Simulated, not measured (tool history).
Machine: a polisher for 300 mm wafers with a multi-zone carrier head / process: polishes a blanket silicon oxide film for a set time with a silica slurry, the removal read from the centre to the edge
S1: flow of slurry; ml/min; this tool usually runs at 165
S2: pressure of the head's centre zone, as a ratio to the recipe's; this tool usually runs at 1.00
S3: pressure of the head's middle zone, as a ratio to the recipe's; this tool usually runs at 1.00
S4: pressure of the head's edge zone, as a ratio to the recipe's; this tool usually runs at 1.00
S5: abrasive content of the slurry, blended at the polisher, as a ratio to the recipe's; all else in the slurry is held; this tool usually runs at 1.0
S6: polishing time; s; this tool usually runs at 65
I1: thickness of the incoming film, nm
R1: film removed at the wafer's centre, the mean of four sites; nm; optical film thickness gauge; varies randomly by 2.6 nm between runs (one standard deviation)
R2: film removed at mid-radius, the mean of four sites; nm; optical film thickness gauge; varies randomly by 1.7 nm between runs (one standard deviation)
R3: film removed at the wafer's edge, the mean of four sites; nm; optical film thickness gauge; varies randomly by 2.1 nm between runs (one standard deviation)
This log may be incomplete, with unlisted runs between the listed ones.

| run | day | S1 | S2 | S3 | S4 | S5 | S6 | I1 | R1 | R2 | R3 |
|---|---|---|---|---|---|---|---|---|---|---|---|
| 1 | 0.000 | 165 | 0.94 | 1.00 | 1.00 | 1.0 | 65 | 1812.7 | 208.1 | 222.4 | 220.0 |
| 2 | 0.638 | 165 | 1.00 | 1.00 | 1.00 | 1.0 | 65 | 1808.1 | 220.9 | 219.8 | 219.8 |
| 3 | 0.967 | 165 | 1.00 | 1.00 | 1.07 | 1.0 | 65 | 1785.2 | 221.6 | 216.7 | 226.4 |
|  | 1.729 | edge zone pressure recalibrated |
| 4 | 1.750 | 165 | 1.00 | 1.00 | 1.00 | 1.0 | 65 | 1813.1 | 208.6 | 212.8 | 214.1 |
| 5 | 1.950 | 165 | 1.00 | 1.00 | 1.00 | 1.0 | 65 | 1834.7 | 214.1 | 210.0 | 213.3 |
|  | 2.304 | carrier head's membrane replaced by a new one |
| 6 | 2.358 | 165 | 1.00 | 1.00 | 1.00 | 1.0 | 65 | 1801.9 | 208.4 | 207.8 | 208.7 |
|  | 2.946 | worn pad replaced by a new one |
| 7 | 2.967 | 165 | 1.00 | 1.00 | 1.00 | 1.0 | 65 | 1825.7 | 218.4 | 221.8 | 223.0 |
|  | 3.725 | centre zone pressure recalibrated |
| 8 | 3.746 | 165 | 1.00 | 1.00 | 1.00 | 1.0 | 65 | 1772.6 | 218.0 | 220.1 | 221.4 |
| 9 | 4.217 | 165 | 0.89 | 1.00 | 1.00 | 1.2 | 65 | 1762.9 | 210.1 | 234.7 | 234.4 |
| 10 | 4.533 | 165 | 1.00 | 0.91 | 1.09 | 1.0 | 65 | 1793.0 | 210.7 | 199.7 | 224.3 |
|  | 4.700 | slurry nozzle cleaned |
| 11 | 4.904 | 165 | 1.00 | 1.00 | 1.10 | 1.0 | 87 | 1795.4 | 282.3 | 283.6 | 298.5 |
|  | 5.562 | worn pad replaced by a new one |
| 12 | 5.583 | 105 | 1.00 | 1.07 | 0.90 | 1.0 | 51 | 1809.4 | 150.3 | 166.4 | 154.1 |
| 13 | 6.125 | 165 | 1.00 | 1.00 | 1.00 | 1.0 | 65 | 1803.8 | 218.7 | 222.4 | 221.9 |
| 14 | 6.750 | 165 | 1.00 | 0.94 | 1.11 | 1.0 | 65 | 1795.3 | 219.0 | 205.8 | 225.8 |
| 15 | 7.042 | 165 | 1.00 | 1.00 | 1.00 | 1.0 | 65 | 1798.9 | 213.0 | 216.2 | 217.8 |

For run 16, what comes out?
| 16 | 7.783 | 120 | 1.00 | 1.00 | 1.00 | 1.0 | 65 | 1798.2 | ? | ? | ? |

R1: 195.5 nm
R2: 197.2 nm
R3: 202.2 nm
Without the tool's hidden state the same run would have given R1 205.0 nm, R2 206.8 nm, R3 212.1 nm.
